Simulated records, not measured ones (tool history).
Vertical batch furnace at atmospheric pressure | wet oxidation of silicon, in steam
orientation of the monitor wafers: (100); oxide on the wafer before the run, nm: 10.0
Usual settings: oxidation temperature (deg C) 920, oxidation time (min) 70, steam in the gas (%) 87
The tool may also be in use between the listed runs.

run	hour	oxidation temperature (deg C)	oxidation time (min)	steam in the gas (%)	read-back reference wafer on the same gauge, thickness	oxide thickness on the monitor wafer (angstrom)
1	0	920	70	87	232.03	2246
2	24.6	920	70	87	231.98	2245.1
3	58.1	905	54.5	87	231.99	1558.5
4	75.5	905	54.5	87	232.04	1553
5	105.4	920	70	87	231.96	2249.3
6	121.6	920	70	87	231.99	2242.7
7	153.3	920	70	87	231.97	2242.1
# hour 205.2: thermocouples replaced and temperature profile calibrated
# hour 220.9: steam generator serviced
8	221.4	920	70	87	231.99	2158.8
9	225.3	920	70	87	232	2158.9
10	245.7	920	60	87	231.98	1908.5
11	258	904	70	81	232.06	1705.9
12	276.4	945	38.5	96	231.94	1863.8

Forecast run 13:
13	310	897	70	94	?	?

read-back reference wafer on the same gauge, thickness: 231.97
oxide thickness on the monitor wafer (angstrom): 1765.8
Without the tool's hidden state the same run would have given oxide thickness on the monitor wafer (angstrom) 1751.1.
